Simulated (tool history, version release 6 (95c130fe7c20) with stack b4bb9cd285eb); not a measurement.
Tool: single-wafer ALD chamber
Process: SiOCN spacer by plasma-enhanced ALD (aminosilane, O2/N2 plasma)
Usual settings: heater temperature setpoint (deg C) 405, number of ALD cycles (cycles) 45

run    hour  heater temperature setpoint (deg C)  number of ALD cycles (cycles)  read-back reference wafer on the same gauge, thickness_nm  mean film thickness on the monitor wafer (angstrom)
  1       0                                  417                             45                                                       2.85                                                24.94
  2    43.6                                  405                             45                                                      2.852                                                25.83
  3    69.1                                  405                             45                                                      2.848                                                25.85
  4    93.5                                  405                             45                                                      2.851                                                25.87
      131.6  -- gauge calibrated
  5   165.3                                  405                             45                                                      2.849                                                 25.8
  6   210.7                                  405                             45                                                       2.85                                                 25.8
  7     237                                  412                             48                                                      2.851                                                26.88
  8     294                                  405                             45                                                      2.851                                                25.82
  9   341.5                                  405                             45                                                       2.85                                                 25.7
 10   387.3                                  405                             49                                                       2.85                                                28.12
 11     458                                  405                             45                                                      2.851                                                25.83
 12   527.8                                  405                             45                                                       2.85                                                25.74
 13   597.8                                  405                             45                                                      2.851                                                25.79
 14   778.5                                  405                             45                                                      2.849                                                25.81
 15   824.9                                  405                             45                                                      2.851                                                 25.9
 16     887                                  405                             45                                                      2.849                                                25.77
 17   922.3                                  405                             45                                                       2.85                                                25.68
 18   983.5                                  405                             45                                                       2.85                                                25.81
 19  1015.3                                  405                             39                                                       2.85                                                22.38
 20  1064.7                                  419                             37                                                      2.848                                                20.36
 21  1109.2                                  393                             38                                                      2.849                                                22.54
 22  1163.1                                  410                             37                                                       2.85                                                20.82
 23    1220                                  412                             39                                                      2.851                                                21.93
     1286.8  -- thermocouple changed; heater temperature recalibrated
 24  1287.3                                  394                             45                                                       2.85                                                26.71
 25  1317.6                                  405                             45                                                       2.85                                                 26.2
 26  1346.5                                  393                             48                                                       2.85                                                28.44
 27    1414                                  411                             49                                                       2.85                                                28.01
 28  1469.3                                  401                             45                                                      2.851                                                26.51
 29  1517.7                                  393                             48                                                      2.851                                                28.33
     1561.1  -- gauge calibrated
 30  1576.5                                  405                             40                                                      2.851                                                23.25
 31  1668.9                                  419                             52                                                      2.851                                                28.97
 32  1740.8                                  405                             45                                                      2.851                                                26.05
 33  1798.8                                  398                             38                                                      2.848                                                22.45
 34  1836.8                                  397                             39                                                      2.849                                                 23.1
 35  1865.7                                  413                             48                                                       2.85                                                27.16
 36  1910.8                                  417                             53                                                      2.849                                                29.61
 37  1941.2                                  405                             45                                                      2.851                                                25.88
 38  2003.6                                  405                             45                                                       2.85                                                26.03
 39  2042.4                                  411                             45                                                       2.85                                                25.46

5 ways to go on from here, each from the tool as it stands after run 39. What would each give?
  A  2042.9                                  405                             45                                                          ?                                                    ?
  B  2042.9                                  405                             47                                                          ?                                                    ?
  C  2042.9                                  418                             45                                                          ?                                                    ?
  D  2042.9                                  399                             37                                                          ?                                                    ?
  E  2042.9                                  396                             50                                                          ?                                                    ?

run  read-back reference wafer on the same gauge, thickness_nm  mean film thickness on the monitor wafer (angstrom)
  A                                                      2.849                                                26.11
  B                                                      2.849                                                27.27
  C                                                      2.849                                                25.14
  D                                                      2.849                                                21.84
  E                                                      2.849                                                29.74
Without the tool's hidden state the same runs would have given:
run  mean film thickness on the monitor wafer (angstrom)
  A                                                26.37
  B                                                27.54
  C                                                 25.4
  D                                                22.01
  E                                                29.74
